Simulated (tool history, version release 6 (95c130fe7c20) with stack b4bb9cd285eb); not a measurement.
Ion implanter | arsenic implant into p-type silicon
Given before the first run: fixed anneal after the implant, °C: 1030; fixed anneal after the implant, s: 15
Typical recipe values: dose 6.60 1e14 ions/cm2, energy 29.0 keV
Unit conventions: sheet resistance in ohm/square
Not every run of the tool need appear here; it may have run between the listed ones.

run,hour,dose,energy,"read-back reference wafer on the same gauge, sheet resistance",sheet resistance
1,0.0,6.60,29.0,180.09,162.51
2,15.6,6.60,32.5,179.38,157.17
3,31.6,6.60,32.0,180.34,159.30
4,40.1,6.60,32.0,180.13,159.83
5,48.1,6.60,32.0,179.78,158.20
6,56.9,6.60,29.0,180.30,161.81
7,68.9,6.60,29.0,179.96,160.28
8,86.1,6.60,29.0,179.73,159.37
9,95.7,6.60,29.0,179.93,161.68
10,130.5,6.60,29.0,179.89,161.46
11,146.5,6.60,29.0,179.77,159.89
12,154.3,6.60,29.0,179.81,159.65
13,162.1,4.78,21.0,180.41,212.80
14,178.6,8.03,35.5,180.37,134.61
15,186.5,5.36,29.0,179.97,188.06
16,202.2,4.84,39.0,180.06,193.14
# hour 215.8: gauge calibrated
# hour 235.9: Faraday cup replaced and dose calibrated
17,236.4,7.64,24.5,180.27,154.16
18,258.8,8.26,25.5,180.28,144.29
# hour 274.0: extraction supply calibrated
19,274.5,5.34,21.0,179.90,204.01
20,281.0,5.49,24.0,179.65,195.19
21,289.2,6.06,29.0,179.82,176.31
22,299.0,6.60,29.0,179.99,164.48
23,313.7,5.58,34.0,180.19,181.43
24,328.3,7.22,20.5,180.05,163.73
25,346.3,5.33,20.5,180.08,203.49
26,363.9,8.53,29.0,179.78,137.67
27,375.7,5.70,34.0,180.31,178.01
28,393.3,4.74,38.0,180.05,203.56
29,409.9,6.60,29.0,180.24,163.74
30,416.0,8.51,24.0,179.92,141.38
31,428.1,6.60,37.5,180.04,157.62
32,444.3,5.06,32.5,179.57,195.62
33,453.1,6.60,29.0,179.93,162.57
34,470.2,6.06,29.0,179.55,174.22
35,481.7,7.80,26.0,179.95,147.61
36,491.8,7.46,24.0,180.50,154.55

What will run 37 give?
37,504.4,6.60,38.0,?,?

Run 37 yielded read-back reference wafer on the same gauge, sheet resistance 180.36, sheet resistance 156.65 ohm/square.
Without the tool's hidden state the same run would have given sheet resistance 158.35 ohm/square.
